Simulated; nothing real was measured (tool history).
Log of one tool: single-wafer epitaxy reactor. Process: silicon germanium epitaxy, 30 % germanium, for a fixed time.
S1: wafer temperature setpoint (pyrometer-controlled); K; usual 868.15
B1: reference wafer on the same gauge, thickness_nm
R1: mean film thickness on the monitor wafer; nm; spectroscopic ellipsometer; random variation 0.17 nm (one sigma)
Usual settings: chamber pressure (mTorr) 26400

{"run": 1, "day": 0.0, "S1": 858.15, "chamber pressure (mTorr)": 23800, "B1": 56.401, "R1": 44.713}
{"run": 2, "day": 1.129, "S1": 858.15, "chamber pressure (mTorr)": 23800, "B1": 56.409, "R1": 44.807}
{"run": 3, "day": 2.025, "S1": 858.15, "chamber pressure (mTorr)": 23800, "B1": 56.406, "R1": 44.659}
{"run": 4, "day": 3.25, "S1": 868.15, "chamber pressure (mTorr)": 26400, "B1": 56.419, "R1": 54.785}
{"run": 5, "day": 3.833, "S1": 871.15, "chamber pressure (mTorr)": 26400, "B1": 56.391, "R1": 57.54}
{"run": 6, "day": 4.617, "S1": 871.15, "chamber pressure (mTorr)": 26400, "B1": 56.409, "R1": 55.398}
{"run": 7, "day": 5.171, "S1": 868.15, "chamber pressure (mTorr)": 26400, "B1": 56.403, "R1": 52.627}
{"run": 8, "day": 6.154, "S1": 879.15, "chamber pressure (mTorr)": 32800, "B1": 56.387, "R1": 68.834}
{"run": 9, "day": 7.279, "S1": 868.15, "chamber pressure (mTorr)": 26400, "B1": 56.384, "R1": 58.478}
{"run": 10, "day": 7.783, "S1": 876.15, "chamber pressure (mTorr)": 30700, "B1": 56.404, "R1": 70.621}
{"run": 11, "day": 9.029, "S1": 880.15, "chamber pressure (mTorr)": 26400, "B1": 56.419, "R1": 70.423}
{"run": 12, "day": 9.667, "S1": 860.15, "chamber pressure (mTorr)": 22400, "B1": 56.453, "R1": 47.709}
{"run": 13, "day": 10.867, "S1": 857.15, "chamber pressure (mTorr)": 22400, "B1": 56.391, "R1": 45.244}
{"run": 14, "day": 11.929, "S1": 873.15, "chamber pressure (mTorr)": 20300, "B1": 56.42, "R1": 56.371}

Taken out of this log: 5 entries between the listed runs. Where each belongs, and how the hidden state differs across it:
Between runs 5 and 6: pyrometer calibrated (day 4.288)
  wafer temperature above the value expected at the setpoint (K): -5.02 -> -7.67
  measured less the result without the state, R1: -4.892 -> -7.368 nm
Between runs 8 and 9: pyrometer calibrated, repeated, since the last time left the tool worse (day 6.667); showerhead replaced (day 6.817)
  wafer temperature above the value expected at the setpoint (K): -7.77 -> -1.3
  measured less the result without the state, R1: -9.125 -> -1.255 nm
Between runs 10 and 11: gauge calibrated (day 8.521); capacitance manometer re-zeroed and calibrated (day 9.008)
  wafer temperature above the value expected at the setpoint (K): -1.34 -> -1.42
  measured less the result without the state, R1: -1.529 -> -1.606 nm

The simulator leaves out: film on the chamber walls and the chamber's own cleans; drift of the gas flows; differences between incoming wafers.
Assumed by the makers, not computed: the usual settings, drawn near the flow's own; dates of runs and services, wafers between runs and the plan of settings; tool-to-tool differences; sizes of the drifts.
